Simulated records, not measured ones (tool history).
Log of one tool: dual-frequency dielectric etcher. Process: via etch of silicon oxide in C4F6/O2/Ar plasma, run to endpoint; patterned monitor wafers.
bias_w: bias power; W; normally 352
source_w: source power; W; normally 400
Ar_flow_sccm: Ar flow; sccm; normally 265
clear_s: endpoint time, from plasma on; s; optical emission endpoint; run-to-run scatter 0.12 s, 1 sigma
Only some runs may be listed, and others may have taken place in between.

run,hour,bias_w,source_w,Ar_flow_sccm,"incoming incoming film thickness, nm",clear_s
1,0.0,352,400,265,142.2,36.0
2,26.4,352,400,265,145.0,36.8
3,59.6,352,400,265,145.6,37.0
4,102.2,323,400,285,145.4,39.2
# hour 129.2: wet clean of the chamber
5,165.4,352,460,265,144.7,34.5
6,213.0,352,460,265,144.9,34.5
# hour 268.0: upper electrode replaced
7,269.3,352,460,265,143.4,34.5
8,327.4,352,400,265,145.4,37.1
9,394.6,418,400,265,145.6,33.9
10,452.9,310,340,208,144.1,41.9
11,522.4,352,400,265,144.3,37.0
12,550.7,318,400,265,144.1,39.2
13,616.3,433,460,265,144.1,30.9
# hour 643.5: source power generator calibrated
14,654.7,417,400,265,143.7,31.9
15,682.5,431,430,222,144.9,30.2
# hour 753.2: wet clean of the chamber
16,753.7,329,450,286,145.4,35.1
17,821.9,352,350,299,144.3,38.0
18,882.8,352,470,265,145.0,32.7
19,946.9,352,400,265,143.1,34.9
# hour 1002.4: bias power generator calibrated
20,1016.4,421,400,230,143.5,31.6
21,1059.6,421,460,299,144.5,30.6
# hour 1075.9: source power generator calibrated, repeated, since the last time left the tool worse
22,1120.3,376,400,265,144.4,34.9
23,1174.3,352,400,311,144.0,36.7

Run 24 has not been measured yet. What should we expect?
24,1225.5,352,450,265,144.0,?

Run 24 measured clear_s 34.2 s.
If the tool had no hidden condition, the same run with the same run-to-run variation would have returned clear_s 34.3 s.
